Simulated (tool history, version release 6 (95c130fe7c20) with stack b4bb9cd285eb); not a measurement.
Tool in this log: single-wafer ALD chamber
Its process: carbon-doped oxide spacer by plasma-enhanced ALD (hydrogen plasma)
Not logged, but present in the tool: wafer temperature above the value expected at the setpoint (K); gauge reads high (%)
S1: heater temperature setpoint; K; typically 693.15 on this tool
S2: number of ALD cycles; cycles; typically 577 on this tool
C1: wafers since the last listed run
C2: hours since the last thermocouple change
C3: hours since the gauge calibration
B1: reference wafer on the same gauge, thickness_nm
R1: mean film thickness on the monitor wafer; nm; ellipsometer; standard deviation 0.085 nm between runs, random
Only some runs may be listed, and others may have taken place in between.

{"run": 1, "hour": 0.0, "S1": 693.15, "S2": 577, "C1": 0, "C2": 611.7, "C3": 752.5, "B1": 21.491, "R1": 27.036}
{"run": 2, "hour": 87.9, "S1": 698.15, "S2": 486, "C1": 44, "C2": 699.6, "C3": 840.4, "B1": 21.497, "R1": 22.382}
{"run": 3, "hour": 126.1, "S1": 693.15, "S2": 577, "C1": 19, "C2": 737.8, "C3": 878.6, "B1": 21.501, "R1": 27.021}
{"run": 4, "hour": 294.1, "S1": 693.15, "S2": 577, "C1": 84, "C2": 905.8, "C3": 1046.6, "B1": 21.496, "R1": 27.087}
{"run": 5, "hour": 325.6, "S1": 693.15, "S2": 577, "C1": 15, "C2": 937.3, "C3": 1078.1, "B1": 21.493, "R1": 27.115}
{"run": 6, "hour": 371.0, "S1": 689.15, "S2": 531, "C1": 22, "C2": 982.7, "C3": 1123.5, "B1": 21.503, "R1": 25.305}
{"run": 7, "hour": 416.0, "S1": 693.15, "S2": 620, "C1": 22, "C2": 1027.7, "C3": 1168.5, "B1": 21.51, "R1": 29.07}
{"run": 8, "hour": 487.8, "S1": 693.15, "S2": 620, "C1": 36, "C2": 1099.5, "C3": 1240.3, "B1": 21.499, "R1": 29.07}
{"run": 9, "hour": 522.3, "S1": 693.15, "S2": 577, "C1": 17, "C2": 1134, "C3": 1274.8, "B1": 21.507, "R1": 27.227}
{"run": 10, "hour": 566.2, "S1": 693.15, "S2": 577, "C1": 22, "C2": 1177.9, "C3": 1318.7, "B1": 21.497, "R1": 27.026}
{"run": 11, "hour": 618.0, "S1": 693.15, "S2": 577, "C1": 26, "C2": 1229.7, "C3": 1370.5, "B1": 21.494, "R1": 27.16}
{"run": 12, "hour": 652.5, "S1": 693.15, "S2": 577, "C1": 17, "C2": 1264.2, "C3": 1405, "B1": 21.508, "R1": 27.139}
{"run": 13, "hour": 680.1, "S1": 693.15, "S2": 645, "C1": 13, "C2": 1291.8, "C3": 1432.6, "B1": 21.508, "R1": 30.263}
{"run": 14, "hour": 716.3, "S1": 693.15, "S2": 645, "C1": 18, "C2": 1328, "C3": 1468.8, "B1": 21.493, "R1": 30.359}
{"run": 15, "hour": 746.7, "S1": 693.15, "S2": 577, "C1": 15, "C2": 1358.4, "C3": 1499.2, "B1": 21.506, "R1": 27.154}
{"run": 16, "hour": 797.2, "S1": 682.15, "S2": 632, "C1": 25, "C2": 1408.9, "C3": 1549.7, "B1": 21.508, "R1": 30.816}
{"run": 17, "hour": 839.1, "S1": 682.15, "S2": 632, "C1": 21, "C2": 1450.8, "C3": 1591.6, "B1": 21.494, "R1": 30.854}
{"run": 18, "hour": 893.4, "S1": 682.15, "S2": 632, "C1": 27, "C2": 1505.1, "C3": 1645.9, "B1": 21.493, "R1": 30.618}
{"run": 19, "hour": 963.8, "S1": 693.15, "S2": 577, "C1": 35, "C2": 1575.5, "C3": 1716.3, "B1": 21.506, "R1": 27.188}
{"run": 20, "hour": 1024.3, "S1": 693.15, "S2": 577, "C1": 30, "C2": 1636, "C3": 1776.8, "B1": 21.508, "R1": 27.273}
{"hour": 1058.8, "done": "gauge calibrated"}
{"run": 21, "hour": 1091.2, "S1": 693.15, "S2": 577, "C1": 33, "C2": 1702.9, "C3": 32.4, "B1": 21.483, "R1": 27.112}
{"run": 22, "hour": 1129.6, "S1": 679.15, "S2": 465, "C1": 19, "C2": 1741.3, "C3": 70.8, "B1": 21.498, "R1": 22.821}
{"run": 23, "hour": 1188.5, "S1": 681.15, "S2": 577, "C1": 29, "C2": 1800.2, "C3": 129.7, "B1": 21.497, "R1": 28.133}
{"run": 24, "hour": 1234.9, "S1": 697.15, "S2": 517, "C1": 23, "C2": 1846.6, "C3": 176.1, "B1": 21.516, "R1": 24.004}
{"run": 25, "hour": 1273.8, "S1": 693.15, "S2": 577, "C1": 19, "C2": 1885.5, "C3": 215, "B1": 21.5, "R1": 27.202}
{"run": 26, "hour": 1313.2, "S1": 698.15, "S2": 492, "C1": 19, "C2": 1924.9, "C3": 254.4, "B1": 21.496, "R1": 22.794}
{"run": 27, "hour": 1348.7, "S1": 689.15, "S2": 505, "C1": 17, "C2": 1960.4, "C3": 289.9, "B1": 21.5, "R1": 24.102}
{"run": 28, "hour": 1391.6, "S1": 693.15, "S2": 577, "C1": 21, "C2": 2003.3, "C3": 332.8, "B1": 21.502, "R1": 27.41}
{"run": 29, "hour": 1440.6, "S1": 693.15, "S2": 577, "C1": 24, "C2": 2052.3, "C3": 381.8, "B1": 21.496, "R1": 27.255}
{"run": 30, "hour": 1502.3, "S1": 693.15, "S2": 521, "C1": 31, "C2": 2114, "C3": 443.5, "B1": 21.5, "R1": 24.513}
{"run": 31, "hour": 1567.8, "S1": 693.15, "S2": 577, "C1": 32, "C2": 2179.5, "C3": 509, "B1": 21.5, "R1": 27.274}
{"run": 32, "hour": 1594.4, "S1": 693.15, "S2": 661, "C1": 13, "C2": 2206.1, "C3": 535.6, "B1": 21.496, "R1": 31.278}
{"run": 33, "hour": 1666.0, "S1": 697.15, "S2": 492, "C1": 36, "C2": 2277.7, "C3": 607.2, "B1": 21.504, "R1": 22.974}
{"run": 34, "hour": 1691.7, "S1": 693.15, "S2": 577, "C1": 12, "C2": 2303.4, "C3": 632.9, "B1": 21.498, "R1": 27.343}
{"run": 35, "hour": 1750.0, "S1": 684.15, "S2": 609, "C1": 29, "C2": 2361.7, "C3": 691.2, "B1": 21.511, "R1": 29.677}
{"run": 36, "hour": 1792.4, "S1": 683.15, "S2": 671, "C1": 21, "C2": 2404.1, "C3": 733.6, "B1": 21.515, "R1": 32.78}

Run 37 comes next. What will it give?
{"hour": 1869.5, "done": "thermocouple changed; heater temperature recalibrated"}
{"run": 37, "hour": 1941.6, "S1": 693.15, "S2": 467, "C1": 71, "C2": 72.1, "C3": 882.8, "B1": "?", "R1": "?"}

B1: 21.507
R1: 21.697 nm
The same run, on a tool lacking any hidden state, would have yielded R1 21.699 nm.

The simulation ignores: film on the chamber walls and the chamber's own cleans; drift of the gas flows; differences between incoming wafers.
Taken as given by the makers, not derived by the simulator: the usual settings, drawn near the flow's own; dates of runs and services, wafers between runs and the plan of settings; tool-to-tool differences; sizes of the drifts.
